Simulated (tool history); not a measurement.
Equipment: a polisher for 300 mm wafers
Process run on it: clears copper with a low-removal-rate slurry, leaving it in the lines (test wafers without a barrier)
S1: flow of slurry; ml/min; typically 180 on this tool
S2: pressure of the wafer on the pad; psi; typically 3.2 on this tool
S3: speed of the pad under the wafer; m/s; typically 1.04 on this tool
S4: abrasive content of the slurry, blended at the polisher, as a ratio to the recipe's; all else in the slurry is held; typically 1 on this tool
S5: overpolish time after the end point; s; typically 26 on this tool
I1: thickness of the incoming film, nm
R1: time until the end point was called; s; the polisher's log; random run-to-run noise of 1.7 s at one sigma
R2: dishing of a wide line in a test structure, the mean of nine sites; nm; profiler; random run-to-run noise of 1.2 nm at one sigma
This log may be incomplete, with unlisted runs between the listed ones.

| run | day | S1 | S2 | S3 | S4 | S5 | I1 | R1 | R2 |
|---|---|---|---|---|---|---|---|---|---|
| 1 | 0 | 180 | 3.2 | 1.04 | 1 | 26 | 405.1 | 131.4 | 49.5 |
| 2 | 0.5 | 180 | 3.2 | 1.04 | 1 | 26 | 409.4 | 132.1 | 49.2 |
|  | 1.058 | slurry blender recalibrated |
| 3 | 1.1 | 180 | 3.7 | 1.04 | 1 | 26 | 406.1 | 111.8 | 53.9 |
| 4 | 1.721 | 180 | 3.7 | 1.04 | 1 | 26 | 409.2 | 113.8 | 55.4 |
| 5 | 2.15 | 180 | 3.2 | 1.04 | 1 | 26 | 413.6 | 138.1 | 48.9 |
|  | 2.517 | worn pad replaced by a new one |
| 6 | 2.908 | 180 | 3.2 | 1.04 | 1 | 26 | 414.1 | 134 | 48 |
| 7 | 3.421 | 210 | 3.2 | 0.7 | 1 | 26 | 412.7 | 197.9 | 36 |
|  | 3.954 | slurry nozzle cleaned |
| 8 | 4.046 | 180 | 3.2 | 1.18 | 1 | 26 | 405.7 | 105.9 | 53.6 |
| 9 | 4.746 | 210 | 3.2 | 1.04 | 1 | 15 | 411.7 | 125.2 | 34.7 |
| 10 | 5.3 | 180 | 3.2 | 1.04 | 1 | 26 | 414.3 | 125.6 | 52.4 |
| 11 | 5.8 | 180 | 3.2 | 1.04 | 1 | 26 | 408.8 | 125.6 | 52.9 |
| 12 | 7.033 | 180 | 3.2 | 1.04 | 1 | 26 | 411.4 | 127.8 | 49.7 |
| 13 | 7.421 | 180 | 2.2 | 1.04 | 1 | 26 | 409.9 | 184.3 | 37.2 |
| 14 | 8.125 | 230 | 2.2 | 0.86 | 1 | 34 | 406.8 | 211.4 | 39.2 |
| 15 | 8.742 | 180 | 3.2 | 1.04 | 1 | 26 | 408.2 | 123.5 | 51.3 |
| 16 | 9.25 | 180 | 3.2 | 1.04 | 1 | 26 | 410.2 | 124.6 | 51 |
| 17 | 9.85 | 180 | 3.2 | 1.04 | 1 | 26 | 409.6 | 124.4 | 53.1 |
| 18 | 10.175 | 230 | 3.2 | 1.04 | 1 | 26 | 408.5 | 122.8 | 50.9 |
| 19 | 10.812 | 180 | 3.8 | 0.88 | 1 | 26 | 409.8 | 126.6 | 52.2 |
|  | 11.038 | head pressure recalibrated |
|  | 11.217 | slurry blender recalibrated |
| 20 | 11.529 | 180 | 3.8 | 0.92 | 1.25 | 17 | 411.3 | 117.5 | 39.8 |
| 21 | 11.896 | 155 | 3.8 | 1.04 | 0.8 | 26 | 409.8 | 120.2 | 54.8 |
|  | 12.096 | worn pad replaced by a new one |
| 22 | 12.604 | 180 | 2.7 | 1.34 | 1.3 | 26 | 411.4 | 113.2 | 54.9 |
| 23 | 12.946 | 180 | 3.2 | 1.04 | 1 | 26 | 414.7 | 130.1 | 50 |
| 24 | 13.562 | 125 | 3.5 | 1.04 | 0.8 | 15 | 413.2 | 139.2 | 30.6 |
| 25 | 13.858 | 180 | 3.2 | 1.04 | 1 | 26 | 406.4 | 129.5 | 49.1 |
| 26 | 14.525 | 235 | 3.2 | 1.04 | 1 | 26 | 410.5 | 123.5 | 50.8 |
| 27 | 15.108 | 180 | 3.2 | 1.04 | 1 | 26 | 407.6 | 130.8 | 49.7 |
| 28 | 16.85 | 180 | 3.2 | 1.4 | 1 | 21 | 413.4 | 99.9 | 53.6 |

Results for each run, recomputed without the tool's hidden state and with each run's random variation untouched:
Hidden state present: removal rate lost through wear of the pad, %; slurry flow missing at the pad, %; deviation of the head's pressure from its setpoint, %; abrasive missing from the slurry, %.
| run | R1 | R2 |
|---|---|---|
| 1 | 123.7 | 51.7 |
| 2 | 123.8 | 51.6 |
| 3 | 104.4 | 56.6 |
| 4 | 105.8 | 58.3 |
| 5 | 127.8 | 51.8 |
| 6 | 123.3 | 51 |
| 7 | 183.2 | 38.3 |
| 8 | 105.8 | 53.6 |
| 9 | 124.8 | 34.8 |
| 10 | 124.9 | 52.6 |
| 11 | 124.7 | 53.2 |
| 12 | 126.2 | 50.1 |
| 13 | 181.7 | 37.6 |
| 14 | 208.5 | 39.6 |
| 15 | 121.1 | 52.1 |
| 16 | 121.9 | 51.8 |
| 17 | 121.3 | 54.1 |
| 18 | 120.2 | 51.7 |
| 19 | 122.9 | 53.3 |
| 20 | 113.6 | 40.9 |
| 21 | 115.4 | 56.4 |
| 22 | 108.7 | 56.4 |
| 23 | 124.8 | 51.6 |
| 24 | 130.9 | 32.3 |
| 25 | 123.5 | 50.8 |
| 26 | 118.6 | 52.3 |
| 27 | 123.8 | 51.7 |
| 28 | 93.4 | 56.2 |
